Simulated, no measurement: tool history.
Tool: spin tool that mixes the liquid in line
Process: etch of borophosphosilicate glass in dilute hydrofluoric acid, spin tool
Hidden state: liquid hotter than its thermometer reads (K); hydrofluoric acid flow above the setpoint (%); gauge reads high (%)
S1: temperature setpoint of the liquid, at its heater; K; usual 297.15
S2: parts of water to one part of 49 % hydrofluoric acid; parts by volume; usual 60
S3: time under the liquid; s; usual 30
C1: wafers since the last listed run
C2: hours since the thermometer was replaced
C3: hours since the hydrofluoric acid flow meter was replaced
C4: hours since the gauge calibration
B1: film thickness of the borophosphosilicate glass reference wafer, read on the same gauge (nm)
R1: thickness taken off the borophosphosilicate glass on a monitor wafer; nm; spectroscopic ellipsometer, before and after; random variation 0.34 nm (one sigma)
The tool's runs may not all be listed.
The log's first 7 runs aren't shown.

run	hour	S1	S2	S3	C1	C2	C3	C4	B1	R1
8	324.7	297.15	60	30	517	1902	2701	1535.9	100.01	50.11
# hour 396.8: hydrofluoric acid flow meter replaced
9	506.4	295.15	60	30	3489	2083.7	109.6	1717.6	100.01	42.45
# hour 526.7: thermometer replaced
10	536.1	295.15	60	30	554	9.4	139.3	1747.3	100	42.91
11	599.7	297.15	45	30	1228	73	202.9	1810.9	100	63.44
12	641.7	297.15	60	30	811	115	244.9	1852.9	100.03	45.95
# hour 657.5: gauge calibrated
13	710.7	297.15	60	30	1332	184	313.9	53.2	100.04	46.98
14	765.4	297.15	60	30	1056	238.7	368.6	107.9	99.99	45.95
15	826.8	297.15	60	40	1185	300.1	430	169.3	100.03	61.53
16	886.8	297.15	60	45	1158	360.1	490	229.3	99.99	69.2
17	916.4	302.15	70	15	571	389.7	519.6	258.9	100.01	24.19
18	962.4	297.15	60	30	888	435.7	565.6	304.9	100.02	46.87
19	1009.8	297.15	45	15	915	483.1	613	352.3	99.98	32.09
20	1054	302.15	70	15	853	527.3	657.2	396.5	100.01	24.18
21	1091.8	298.65	50	15	729	565.1	695	434.3	100.02	30.02
22	1153.9	297.15	45	20	1199	627.2	757.1	496.4	100	42.85
23	1214.6	297.15	70	45	1172	687.9	817.8	557.1	100	59.65
24	1260.2	297.15	60	30	880	733.5	863.4	602.7	99.97	46.89
25	1315.5	301.15	60	40	1067	788.8	918.7	658	100.03	74.1
26	1341.9	297.15	60	30	509	815.2	945.1	684.4	99.98	47.58
27	1377	297.15	60	20	677	850.3	980.2	719.5	99.98	31.44
28	1407.1	297.15	80	45	581	880.4	1010.3	749.6	99.99	52.06
29	1460.1	297.15	35	40	1023	933.4	1063.3	802.6	99.99	111.53
30	1511.8	293.15	70	15	998	985.1	1115	854.3	99.98	16.93
31	1550.8	295.15	40	30	753	1024.1	1154	893.3	99.98	67.32

5 ways to go on from here, each from the tool as it stands after run 31. What would each give?
A	1551.2	297.15	75	30	7	1024.5	1154.4	893.7	?	?
B	1551.2	294.15	50	30	7	1024.5	1154.4	893.7	?	?
C	1551.2	300.65	50	30	7	1024.5	1154.4	893.7	?	?
D	1551.2	300.15	60	30	7	1024.5	1154.4	893.7	?	?
E	1551.2	301.15	45	50	7	1024.5	1154.4	893.7	?	?

run	B1	R1
A	99.95	37.29
B	99.95	50.94
C	99.95	66.56
D	99.95	53.62
E	99.95	126.65
Without the tool's hidden state the same runs would have given:
run	R1
A	35.82
B	48.99
C	63.98
D	51.52
E	121.77
